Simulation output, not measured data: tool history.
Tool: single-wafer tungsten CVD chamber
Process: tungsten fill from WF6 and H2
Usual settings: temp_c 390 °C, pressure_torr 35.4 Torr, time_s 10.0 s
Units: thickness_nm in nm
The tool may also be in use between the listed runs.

run	hour	temp_c	pressure_torr	time_s	wafers since the last listed run	hours since the last thermocouple change	hours since the last manometer calibration	hours since the showerhead was replaced	hours since the gauge calibration	read-back reference wafer on the same gauge, thickness_nm	thickness_nm
1	0.0	390	35.4	10.0	0	955.1	37.6	6616.0	486.2	25.047	24.494
2	82.8	390	35.4	10.0	1438	1037.9	120.4	6698.8	569.0	25.027	24.799
# hour 105.9: thermocouple changed; heater temperature recalibrated
3	190.5	390	30.7	10.0	1732	84.6	228.1	6806.5	676.7	25.075	23.348
4	258.0	390	30.7	10.0	1172	152.1	295.6	6874.0	744.2	25.065	23.529
5	338.7	390	35.4	10.0	1402	232.8	376.3	6954.7	824.9	25.109	24.470
6	381.8	390	35.4	10.0	748	275.9	419.4	6997.8	868.0	25.106	24.682
7	672.6	390	35.4	10.0	5052	566.7	710.2	7288.6	1158.8	25.119	24.314
8	766.7	390	35.4	10.0	1634	660.8	804.3	7382.7	1252.9	25.107	24.351
9	843.0	390	35.4	10.0	1325	737.1	880.6	7459.0	1329.2	25.084	24.336
10	913.9	390	35.4	10.0	1231	808.0	951.5	7529.9	1400.1	25.087	24.340
11	987.0	399	43.6	8.6	1270	881.1	1024.6	7603.0	1473.2	25.145	26.636
# hour 1034.9: showerhead replaced
# hour 1035.4: thermocouple changed; heater temperature recalibrated
# hour 1070.1: gauge calibrated
12	1077.6	402	40.7	11.1	1426	42.2	1115.2	42.7	7.5	25.078	35.552
13	1117.9	390	35.4	10.0	700	82.5	1155.5	83.0	47.8	25.127	23.957
# hour 1169.5: capacitance manometer re-zeroed and calibrated
14	1180.2	390	35.4	10.0	943	144.8	10.7	145.3	110.1	25.162	24.534
15	1222.2	382	35.4	11.8	729	186.8	52.7	187.3	152.1	25.079	24.745
16	1309.4	402	43.9	11.9	1515	274.0	139.9	274.5	239.3	25.107	39.513
17	1413.9	382	35.4	8.8	1815	378.5	244.4	379.0	343.8	25.129	18.414
18	1456.6	390	35.4	8.2	741	421.2	287.1	421.7	386.5	25.044	20.161
19	1532.5	390	35.4	10.0	1318	497.1	363.0	497.6	462.4	25.093	24.464
20	1581.9	390	42.1	9.4	858	546.5	412.4	547.0	511.8	25.108	24.448
21	1672.8	390	35.4	10.0	1579	637.4	503.3	637.9	602.7	25.054	24.623

Hidden state at the last listed run before each entry between runs and at the first one after, where it differs:
Between runs 2 and 3: thermocouple changed; heater temperature recalibrated (hour 105.9)
  true pressure above the setpoint (%): -0.391 -> -0.554
  measured less the result without the state, thickness_nm: -0.030 -> -0.040 nm
Between runs 11 and 12: showerhead replaced (hour 1034.9); thermocouple changed; heater temperature recalibrated (hour 1035.4); gauge calibrated (hour 1070.1)
  true pressure above the setpoint (%): -4.89 -> -5.73
  measured less the result without the state, thickness_nm: -0.409 -> -0.649 nm
Between runs 13 and 14: capacitance manometer re-zeroed and calibrated (hour 1169.5)
  true pressure above the setpoint (%): -6.13 -> -0.297
  measured less the result without the state, thickness_nm: -0.473 -> -0.023 nm
